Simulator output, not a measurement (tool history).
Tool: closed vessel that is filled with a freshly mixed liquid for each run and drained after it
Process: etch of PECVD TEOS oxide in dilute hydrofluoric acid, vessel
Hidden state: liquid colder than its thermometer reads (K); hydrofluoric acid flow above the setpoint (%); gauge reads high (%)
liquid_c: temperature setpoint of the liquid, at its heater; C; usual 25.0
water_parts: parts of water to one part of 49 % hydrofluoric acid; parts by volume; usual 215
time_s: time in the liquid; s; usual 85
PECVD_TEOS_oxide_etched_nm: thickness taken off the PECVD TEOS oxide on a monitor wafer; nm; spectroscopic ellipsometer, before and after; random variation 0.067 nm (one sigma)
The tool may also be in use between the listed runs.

run     day  liquid_c  water_parts  time_s  wafers since the last listed run  hours since the thermometer was replaced  hours since the hydrofluoric acid flow meter was replaced  hours since the gauge calibration  read-back film thickness of the PECVD TEOS oxide reference wafer, read on the same gauge (nm)  PECVD_TEOS_oxide_etched_nm
  1   0.000      25.0          215      85                                 0                                    1466.1                                                      450.3                               26.9                                                                                          70.02                        9.18
  2   0.346      25.0          215      85                               857                                    1474.4                                                      458.6                               35.2                                                                                          69.98                        9.15
  3   1.067      25.0          215      85                              1788                                    1491.7                                                      475.9                               52.5                                                                                          69.99                        9.21
  4   1.342      21.5          215      85                               682                                    1498.3                                                      482.5                               59.1                                                                                          70.00                        8.07
  5   2.396      21.5          215      85                              2615                                    1523.6                                                      507.8                               84.4                                                                                          69.98                        8.26
  6   2.667      25.0          215      85                               671                                    1530.1                                                      514.3                               90.9                                                                                          70.01                        9.25
  7   3.100      25.0          215      85                              1075                                    1540.5                                                      524.7                              101.3                                                                                          70.00                        9.26
  8   3.617      25.0          275      55                              1281                                    1552.9                                                      537.1                              113.7                                                                                          70.01                        4.42
  9   5.588      25.0          275      55                              4889                                    1600.2                                                      584.4                              161.0                                                                                          70.01                        4.46
 10   6.162      28.5          215      45                              1426                                    1614.0                                                      598.2                              174.8                                                                                          70.01                        5.69
 11   6.846      25.0          215      85                              1695                                    1630.4                                                      614.6                              191.2                                                                                          70.00                        9.51
      6.938  -- hydrofluoric acid flow meter replaced
 12   7.300      25.0          215      85                              1023                                    1641.3                                                        8.7                              202.1                                                                                          69.99                       10.11
 13   7.825      25.0          215      85                              1302                                    1653.9                                                       21.3                              214.7                                                                                          69.99                       10.08
 14   8.196      21.0          105     130                               919                                    1662.8                                                       30.2                              223.6                                                                                          70.00                       29.69
 15   8.542      25.0          215      85                               857                                    1671.1                                                       38.5                              231.9                                                                                          69.99                       10.10
      8.925  -- hydrofluoric acid flow meter replaced, repeated, since the last time left the tool worse
 16   9.171      28.0          255      65                              1457                                    1686.2                                                        5.9                              247.0                                                                                          70.00                        5.86
 17   9.462      21.5          305      55                               723                                    1693.2                                                       12.9                              254.0                                                                                          70.01                        3.13
 18  10.108      29.5          215      65                              1602                                    1708.7                                                       28.4                              269.5                                                                                          70.00                        7.65
 19  10.750      22.5          215     130                              1591                                    1724.1                                                       43.8                              284.9                                                                                          70.03                       11.93
     11.004  -- gauge calibrated
 20  11.100      25.0          245      50                               868                                    1732.5                                                       52.2                                2.3                                                                                          70.02                        4.29
     11.558  -- thermometer replaced
 21  11.812      20.0          255     110                              1664                                       6.1                                                       69.3                               19.4                                                                                          70.00                        7.46
 22  12.154      28.0          215      85                               847                                      14.3                                                       77.5                               27.6                                                                                          69.99                        9.57
 23  12.442      25.0          215      85                               713                                      21.2                                                       84.4                               34.5                                                                                          69.99                        8.53
 24  12.838      25.0          215      85                               981                                      30.7                                                       93.9                               44.0                                                                                          69.99                        8.63
 25  13.538      28.5          215      85                              1736                                      47.5                                                      110.7                               60.8                                                                                          70.00                        9.90
 26  14.167      30.0          215      35                              1560                                      62.6                                                      125.8                               75.9                                                                                          70.00                        4.30
 27  14.483      27.0          110     120                               785                                      70.2                                                      133.4                               83.5                                                                                          69.99                       29.44

Hidden state at the last listed run before each entry between runs and at the first one after, where it differs:
Between runs 11 and 12: hydrofluoric acid flow meter replaced (day 6.938)
  hydrofluoric acid flow above the setpoint (%): 9.18 -> 15.1
  measured less the result without the state, PECVD_TEOS_oxide_etched_nm: +0.97 -> +1.60 nm
Between runs 15 and 16: hydrofluoric acid flow meter replaced, repeated, since the last time left the tool worse (day 8.925)
  hydrofluoric acid flow above the setpoint (%): 15.5 -> 0.801
  measured less the result without the state, PECVD_TEOS_oxide_etched_nm: +1.63 -> +0.06 nm
Between runs 19 and 20: gauge calibrated (day 11.004)
  hydrofluoric acid flow above the setpoint (%): 1.31 -> 1.42
  measured less the result without the state, PECVD_TEOS_oxide_etched_nm: +0.19 -> +0.07 nm
Between runs 20 and 21: thermometer replaced (day 11.558)
  hydrofluoric acid flow above the setpoint (%): 1.42 -> 1.65
  measured less the result without the state, PECVD_TEOS_oxide_etched_nm: +0.07 -> +0.15 nm
